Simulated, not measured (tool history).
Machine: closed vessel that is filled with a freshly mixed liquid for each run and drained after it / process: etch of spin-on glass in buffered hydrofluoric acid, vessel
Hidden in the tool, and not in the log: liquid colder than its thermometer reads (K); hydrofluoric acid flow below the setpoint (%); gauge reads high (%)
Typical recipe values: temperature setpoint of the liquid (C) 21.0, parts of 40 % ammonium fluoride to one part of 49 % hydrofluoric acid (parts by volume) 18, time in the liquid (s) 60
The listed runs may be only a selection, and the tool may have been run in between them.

run,hour,temperature setpoint of the liquid (C),parts of 40 % ammonium fluoride to one part of 49 % hydrofluoric acid (parts by volume),time in the liquid (s),wafers since the last listed run,hours since the thermometer was replaced,hours since the hydrofluoric acid flow meter was replaced,hours since the gauge calibration,"read-back film thickness of the spin-on glass reference wafer, read on the same gauge (nm)",thickness taken off the spin-on glass on a monitor wafer (nm)
1,0.0,21.0,18,60,0,753.5,1444.2,143.1,109.99,59.86
2,12.3,21.0,18,60,1748,765.8,1456.5,155.4,110.03,60.36
3,94.5,21.0,18,60,11684,848.0,1538.7,237.6,110.02,60.32
4,113.3,21.0,18,35,2672,866.8,1557.5,256.4,110.04,35.14
5,129.9,21.0,18,35,2359,883.4,1574.1,273.0,110.04,35.28
6,151.5,21.0,18,35,3070,905.0,1595.7,294.6,110.00,35.32
7,175.3,21.0,18,60,3383,928.8,1619.5,318.4,110.02,60.57
8,202.8,21.0,18,60,3909,956.3,1647.0,345.9,109.99,59.79
# hour 214.1: hydrofluoric acid flow meter replaced
9,226.1,17.0,18,30,3169,979.6,12.0,369.2,109.98,26.67
10,245.9,21.0,18,60,2814,999.4,31.8,389.0,110.02,67.46
# hour 256.3: thermometer replaced
11,262.9,25.5,15,35,2274,6.6,48.8,406.0,110.02,59.86
# hour 263.0: gauge calibrated
12,284.9,21.0,18,60,3127,28.6,70.8,21.9,110.06,66.62
13,298.3,24.5,18,60,1904,42.0,84.2,35.3,109.97,81.53
14,318.2,19.5,18,80,2828,61.9,104.1,55.2,110.04,81.59
15,331.3,21.0,20,75,1862,75.0,117.2,68.3,109.98,75.89
16,366.2,23.5,18,60,4960,109.9,152.1,103.2,110.01,76.85

Predict each of these 4 candidate next runs independently; none follows another, all start after run 16:
A,366.9,21.0,18,60,99,110.6,152.8,103.9,?,?
B,366.9,25.5,11,90,99,110.6,152.8,103.9,?,?
C,366.9,21.0,18,30,99,110.6,152.8,103.9,?,?
D,366.9,17.0,18,35,99,110.6,152.8,103.9,?,?

run,"read-back film thickness of the spin-on glass reference wafer, read on the same gauge (nm)",thickness taken off the spin-on glass on a monitor wafer (nm)
A,110.01,66.09
B,110.01,205.77
C,110.01,33.04
D,110.01,30.75
Take away the tool's hidden state, keep each run's random variation, and the runs would have read:
run,thickness taken off the spin-on glass on a monitor wafer (nm)
A,67.00
B,208.57
C,33.50
D,31.18

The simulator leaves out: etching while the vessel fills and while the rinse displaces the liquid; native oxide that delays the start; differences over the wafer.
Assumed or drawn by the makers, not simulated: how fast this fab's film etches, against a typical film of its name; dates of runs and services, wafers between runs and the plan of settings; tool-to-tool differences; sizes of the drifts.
